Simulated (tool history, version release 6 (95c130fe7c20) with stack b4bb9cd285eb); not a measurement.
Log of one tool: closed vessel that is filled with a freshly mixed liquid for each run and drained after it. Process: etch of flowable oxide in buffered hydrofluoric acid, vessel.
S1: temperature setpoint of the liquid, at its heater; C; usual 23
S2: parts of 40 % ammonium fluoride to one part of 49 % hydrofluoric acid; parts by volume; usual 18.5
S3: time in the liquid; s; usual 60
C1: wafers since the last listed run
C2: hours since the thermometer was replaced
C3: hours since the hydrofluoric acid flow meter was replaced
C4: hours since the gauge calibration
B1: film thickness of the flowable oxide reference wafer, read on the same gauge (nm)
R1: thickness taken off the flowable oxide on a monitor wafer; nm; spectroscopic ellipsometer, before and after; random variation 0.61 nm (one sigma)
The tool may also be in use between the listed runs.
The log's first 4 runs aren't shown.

run   hour    S1    S2  S3     C1      C2      C3     C4      B1      R1
  5  134.7    23  18.5  40   4957    1828   941.5   42.2     130   44.19
  6    167    23  18.5  85   4765  1860.3   973.8   74.5  129.99    92.1
  7  202.3    23  18.5  60   5208  1895.6  1009.1  109.8  130.01   65.62
  8  230.1    23  18.5  60   4101  1923.4  1036.9  137.6  130.02   65.36
  9  265.5    23  18.5  60   5223  1958.8  1072.3    173  129.98   66.59
 10  286.7    23  23.5  60   3128    1980  1093.5  194.2  129.99    53.6
 11  340.3    23  18.5  60   7908  2033.6  1147.1  247.8  130.02   65.37
 12  355.1    28  18.5  80   2183  2048.4  1161.9  262.6  129.99  113.66
 13  381.7  18.5  14.5  35   3924    2075  1188.5  289.2  129.98   37.52
 14    481    26  13.5  70  14651  2174.3  1287.8  388.5  130.03  121.81
 15  495.1  27.5    21  90   2080  2188.4  1301.9  402.6  130.01  110.38
 16  515.1  27.5    25  60   2951  2208.4  1321.9  422.6     130    66.3

Forecast run 17:
     529.4  -- thermometer replaced
 17  529.9  20  18.5  60  2036  0.5  1336.7  437.4   ?   ?

Run 17 gave B1 129.98, R1 61.35 nm.
Without the tool's hidden state the same run would have given R1 61.76 nm.
